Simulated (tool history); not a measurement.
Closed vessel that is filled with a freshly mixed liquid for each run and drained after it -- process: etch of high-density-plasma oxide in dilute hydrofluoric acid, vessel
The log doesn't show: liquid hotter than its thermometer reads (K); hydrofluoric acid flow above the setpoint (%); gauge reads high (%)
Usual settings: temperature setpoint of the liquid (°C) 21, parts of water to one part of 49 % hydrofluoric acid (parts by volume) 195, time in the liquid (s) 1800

run   hour  temperature setpoint of the liquid (°C)  parts of water to one part of 49 % hydrofluoric acid (parts by volume)  time in the liquid (s)  wafers since the last listed run  hours since the thermometer was replaced  hours since the hydrofluoric acid flow meter was replaced  hours since the gauge calibration  read-back film thickness of the high-density-plasma oxide reference wafer, read on the same gauge (nm)  thickness taken off the high-density-plasma oxide on a monitor wafer (angstrom)
  1      0                                       18                                                                     195                    1800                                 0                                      1074                                                     1469.4                              131.8                                                                                                     130                                                                            463.2
  2   12.1                                       21                                                                     195                    1310                               499                                    1086.1                                                     1481.5                              143.9                                                                                                  129.98                                                                            379.7
  3   64.2                                       21                                                                     195                    1310                              2149                                    1138.2                                                     1533.6                                196                                                                                                  129.95                                                                            380.1
  4     73                                       20                                                                     195                    1800                               363                                      1147                                                     1542.4                              204.8                                                                                                  129.98                                                                            506.7
      89.3  -- hydrofluoric acid flow meter replaced
  5   90.4                                       20                                                                     195                    1800                               676                                    1164.4                                                        1.1                              222.2                                                                                                  130.02                                                                            450.3
      95.6  -- thermometer replaced
  6    106                                       21                                                                     270                    1800                               602                                      10.4                                                       16.7                              237.8                                                                                                  129.99                                                                            314.9
  7  113.4                                       21                                                                     270                    1800                               305                                      17.8                                                       24.1                              245.2                                                                                                  130.02                                                                            318.9
  8  154.3                                       21                                                                     195                    1800                              1687                                      58.7                                                         65                              286.1                                                                                                  129.99                                                                            474.2
       155  -- gauge calibrated
  9  163.4                                       21                                                                     105                    2105                               375                                      67.8                                                       74.1                                8.4                                                                                                  130.04                                                                           1126.7
 10  178.7                                     24.5                                                                     195                     805                               631                                      83.1                                                       89.4                               23.7                                                                                                  129.97                                                                            242.6
 11  192.3                                     25.5                                                                     195                    1800                               561                                      96.7                                                        103                               37.3                                                                                                  129.99                                                                            559.5
 12  209.4                                       21                                                                     195                    1800                               705                                     113.8                                                      120.1                               54.4                                                                                                  129.99                                                                            476.3
 13  220.3                                       21                                                                     270                    2740                               449                                     124.7                                                        131                               65.3                                                                                                  129.98                                                                            489.8
 14  229.5                                     23.5                                                                     225                    1800                               379                                     133.9                                                      140.2                               74.5                                                                                                  130.02                                                                            441.9
 15  243.7                                       21                                                                     195                    1800                               585                                     148.1                                                      154.4                               88.7                                                                                                  130.01                                                                            476.8
 16  250.8                                       17                                                                     195                     910                               292                                     155.2                                                      161.5                               95.8                                                                                                  129.99                                                                            205.5

List, for all runs, the conditions of the tool that the log does not record:
liquid hotter than its thermometer reads (K): 0 in every run
gauge reads high (%): 0 in every run
H1: hydrofluoric acid flow above the setpoint (%)
run    H1
  1  10.7
  2  10.8
  3  11.1
  4  11.2
  5   1.3
  6   1.4
  7  1.45
  8  1.73
  9   1.8
 10   1.9
 11  1.99
 12  2.11
 13  2.19
 14  2.25
 15  2.35
 16   2.4

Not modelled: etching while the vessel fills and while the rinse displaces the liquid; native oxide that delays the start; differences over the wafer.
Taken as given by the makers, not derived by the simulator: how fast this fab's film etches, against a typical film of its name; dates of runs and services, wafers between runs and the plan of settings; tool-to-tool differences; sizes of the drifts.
